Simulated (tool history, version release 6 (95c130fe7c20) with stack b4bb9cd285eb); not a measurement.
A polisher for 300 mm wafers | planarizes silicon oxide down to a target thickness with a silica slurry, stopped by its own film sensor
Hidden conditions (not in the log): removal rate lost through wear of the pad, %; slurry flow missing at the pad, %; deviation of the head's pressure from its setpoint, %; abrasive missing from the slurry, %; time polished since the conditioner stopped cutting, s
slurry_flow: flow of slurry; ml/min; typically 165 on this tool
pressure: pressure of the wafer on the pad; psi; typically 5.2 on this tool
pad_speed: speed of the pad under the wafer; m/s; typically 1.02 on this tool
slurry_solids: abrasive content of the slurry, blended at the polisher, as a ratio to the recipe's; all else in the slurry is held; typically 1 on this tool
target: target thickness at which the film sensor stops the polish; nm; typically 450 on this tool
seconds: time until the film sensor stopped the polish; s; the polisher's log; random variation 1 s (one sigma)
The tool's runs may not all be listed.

run   hour  slurry_flow  pressure  pad_speed  slurry_solids  target  wafers since the last listed run  wafers polished on this pad  hours since the slurry nozzle was cleaned  hours since the head pressure was calibrated  hours since the slurry blender was calibrated  hours since the conditioning disc was replaced  incoming thickness of the incoming film, nm  seconds
  1      0          165       5.2       1.02              1     450                                 0                          695                                      254.9                                        1252.2                                          163.3                                           219.6                                        734.7     65.8
      16.4  -- worn pad replaced by a new one
  2   16.9          165       5.2       1.02              1     450                               152                            5                                      271.8                                        1269.1                                          180.2                                           236.5                                        722.2       63
      28.3  -- slurry blender recalibrated
  3   28.8          165       5.2       1.02              1     518                               117                          123                                      283.7                                          1281                                            0.5                                           248.4                                          725     48.6
  4   38.8          165       5.2       1.02              1     450                               118                          241                                      293.7                                          1291                                           10.5                                           258.4                                        730.1     66.4
  5   47.5          165       5.2       1.02              1     406                               102                          344                                      302.4                                        1299.7                                           19.2                                           267.1                                        733.3     76.4
  6   63.3          165       5.2       1.02              1     406                               186                          531                                      318.2                                        1315.5                                             35                                           282.9                                        734.8     79.4
  7   76.8          165       5.2       1.02              1     406                               159                          691                                      331.7                                          1329                                           48.5                                           296.4                                        742.3     79.1
  8   83.8          165       5.2       1.02           1.15     450                                82                          773                                      338.7                                          1336                                           55.5                                           303.4                                        722.9     61.8
  9   90.3          165       5.2       1.02           1.15     450                                76                          850                                      345.2                                        1342.5                                             62                                           309.9                                        733.8     61.7
      97.9  -- worn pad replaced by a new one
 10  106.4          115       4.3       0.84              1     355                               143                          100                                      361.3                                        1358.6                                           78.1                                             326                                        739.7    149.5
 11  121.4          165       5.2        1.3            1.1     450                               177                          277                                      376.3                                        1373.6                                           93.1                                             341                                        739.7     55.3
 12  136.5          165         4       0.88           1.25     450                               178                          456                                      391.4                                        1388.7                                          108.2                                           356.1                                        731.9     87.8
     142.2  -- head pressure recalibrated
     145.2  -- slurry nozzle cleaned
 13  147.5          165       5.2       1.02              1     450                                94                          550                                        2.3                                           5.3                                          119.2                                           367.1                                        721.5     59.2
 14  161.7          210       6.9       0.82              1     365                               168                          718                                       16.5                                          19.5                                          133.4                                           381.3                                        743.1     72.8
 15  168.2          165       5.2       1.02            1.3     450                                76                          795                                         23                                            26                                          139.9                                           387.8                                        727.7     53.3
     179.4  -- worn pad replaced by a new one
     214.1  -- slurry blender recalibrated
 16  220.2          165       6.6       1.02              1     539                               544                          459                                         75                                            78                                            6.1                                           439.8                                        738.4     35.4
     229.3  -- conditioning disc replaced and pad reconditioned
 17  229.8          165       5.2       1.02            1.3     450                                89                          548                                       84.6                                          87.6                                           15.7                                             0.5                                        729.2     54.6
 18  243.4          200       5.2       1.32            0.9     375                               160                          709                                       98.2                                         101.2                                           29.3                                            14.1                                          728     67.1
       260  -- worn pad replaced by a new one
 19  260.5          165       6.3       0.76            0.7     450                               155                            5                                      115.3                                         118.3                                           46.4                                            31.2                                        740.7       87
 20  270.5          165       4.6       1.02              1     450                               118                          124                                      125.3                                         128.3                                           56.4                                            41.2                                        739.4       73

Run 21, settings as shown, results not yet in. Your forecast:
 21  280.5          210       5.2       1.12           0.75     450                               118                          242                                      135.3                                         138.3                                           66.4                                            51.2                                        727.5        ?

Run 21 measured seconds 67.8 s.
On a tool with no hidden condition, and with the same random variation, this run would have come out at seconds 66.3 s.
